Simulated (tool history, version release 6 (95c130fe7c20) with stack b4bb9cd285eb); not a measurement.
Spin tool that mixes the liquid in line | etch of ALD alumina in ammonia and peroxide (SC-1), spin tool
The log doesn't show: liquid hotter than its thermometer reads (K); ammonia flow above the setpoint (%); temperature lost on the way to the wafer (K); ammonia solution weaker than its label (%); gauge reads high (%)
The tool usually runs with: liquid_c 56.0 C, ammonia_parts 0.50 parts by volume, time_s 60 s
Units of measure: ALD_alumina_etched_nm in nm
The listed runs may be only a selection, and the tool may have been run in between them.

run    hour  liquid_c  ammonia_parts  time_s  wafers since the last listed run  hours since the thermometer was replaced  hours since the ammonia flow meter was replaced  hours since the heated supply line was repaired  hours since the drum of ammonia solution was connected  hours since the gauge calibration  read-back film thickness of the ALD alumina reference wafer, read on the same gauge (nm)  ALD_alumina_etched_nm
  1     0.0      56.0           0.50      60                                 0                                    1831.6                                           1421.1                                           1098.0                                                   290.3                              748.5                                                                                   110.015                  4.388
  2    48.5      56.0           0.50      60                               656                                    1880.1                                           1469.6                                           1146.5                                                   338.8                              797.0                                                                                   110.018                  4.389
  3    80.1      56.0           0.50      40                               427                                    1911.7                                           1501.2                                           1178.1                                                   370.4                              828.6                                                                                   109.989                  2.902
       89.6  -- gauge calibrated
  4   122.9      56.0           0.50      40                               579                                    1954.5                                           1544.0                                           1220.9                                                   413.2                               33.3                                                                                   109.999                  2.895
  5   178.8      56.0           0.50      60                               756                                    2010.4                                           1599.9                                           1276.8                                                   469.1                               89.2                                                                                   110.035                  4.364
  6   227.8      56.0           0.50      60                               663                                    2059.4                                           1648.9                                           1325.8                                                   518.1                              138.2                                                                                   109.984                  4.336
  7   274.6      56.0           0.50      60                               633                                    2106.2                                           1695.7                                           1372.6                                                   564.9                              185.0                                                                                   109.976                  4.367
  8   323.0      56.0           0.50      60                               655                                    2154.6                                           1744.1                                           1421.0                                                   613.3                              233.4                                                                                   110.004                  4.407
  9   392.4      56.0           0.50      60                               939                                    2224.0                                           1813.5                                           1490.4                                                   682.7                              302.8                                                                                   110.008                  4.321
 10   438.3      56.0           0.50      75                               621                                    2269.9                                           1859.4                                           1536.3                                                   728.6                              348.7                                                                                   109.999                  5.447
 11   479.0      56.0           0.50      60                               550                                    2310.6                                           1900.1                                           1577.0                                                   769.3                              389.4                                                                                   109.995                  4.379
      572.0  -- new drum of ammonia solution connected
 12   572.5      56.0           0.35      25                              1251                                    2404.1                                           1993.6                                           1670.5                                                     0.5                              482.9                                                                                   109.992                  1.746
      584.9  -- ammonia flow meter replaced
 13   613.5      56.0           0.50      60                               541                                    2445.1                                             28.6                                           1711.5                                                    41.5                              523.9                                                                                   109.983                  4.348
 14   648.2      64.0           0.40      60                               469                                    2479.8                                             63.3                                           1746.2                                                    76.2                              558.6                                                                                   109.994                  6.464
 15   714.0      63.0           0.50      60                               890                                    2545.6                                            129.1                                           1812.0                                                   142.0                              624.4                                                                                   109.992                  6.234
      735.6  -- thermometer replaced
 16   780.3      56.0           0.50      70                               883                                      44.7                                            195.4                                           1878.3                                                   208.3                              690.7                                                                                   109.954                  4.470
      813.7  -- heated supply line repaired
      819.9  -- gauge calibrated
 17   842.8      59.5           0.70      45                               832                                     107.2                                            257.9                                             29.1                                                   270.8                               22.9                                                                                   110.017                  3.977
 18   872.0      63.0           0.25      75                               395                                     136.4                                            287.1                                             58.3                                                   300.0                               52.1                                                                                   109.997                  7.189
 19   941.6      56.0           0.50      95                               942                                     206.0                                            356.7                                            127.9                                                   369.6                              121.7                                                                                   110.007                  6.783
 20   970.6      56.0           0.30      30                               392                                     235.0                                            385.7                                            156.9                                                   398.6                              150.7                                                                                   109.952                  2.031
 21  1035.0      56.0           0.35      75                               871                                     299.4                                            450.1                                            221.3                                                   463.0                              215.1                                                                                   109.991                  5.174
 22  1087.3      56.0           0.50      60                               707                                     351.7                                            502.4                                            273.6                                                   515.3                              267.4                                                                                   110.010                  4.283

Forecast each of these 5 alternatives for the next run:
  A  1087.7      64.0           0.50      60                                 5                                     352.1                                            502.8                                            274.0                                                   515.7                              267.8                                                                                         ?                      ?
  B  1087.7      52.5           0.30      35                                 5                                     352.1                                            502.8                                            274.0                                                   515.7                              267.8                                                                                         ?                      ?
  C  1087.7      56.0           0.70      60                                 5                                     352.1                                            502.8                                            274.0                                                   515.7                              267.8                                                                                         ?                      ?
  D  1087.7      62.5           0.35      75                                 5                                     352.1                                            502.8                                            274.0                                                   515.7                              267.8                                                                                         ?                      ?
  E  1087.7      61.0           0.65      60                                 5                                     352.1                                            502.8                                            274.0                                                   515.7                              267.8                                                                                         ?                      ?

run  read-back film thickness of the ALD alumina reference wafer, read on the same gauge (nm)  ALD_alumina_etched_nm
  A                                                                                   109.996                  6.442
  B                                                                                   109.996                  1.967
  C                                                                                   109.996                  4.406
  D                                                                                   109.996                  7.220
  E                                                                                   109.996                  5.674
Stripped of hidden state, with their random variation kept, the same runs would have yielded:
run  ALD_alumina_etched_nm
  A                  6.556
  B                  2.004
  C                  4.488
  D                  7.349
  E                  5.776

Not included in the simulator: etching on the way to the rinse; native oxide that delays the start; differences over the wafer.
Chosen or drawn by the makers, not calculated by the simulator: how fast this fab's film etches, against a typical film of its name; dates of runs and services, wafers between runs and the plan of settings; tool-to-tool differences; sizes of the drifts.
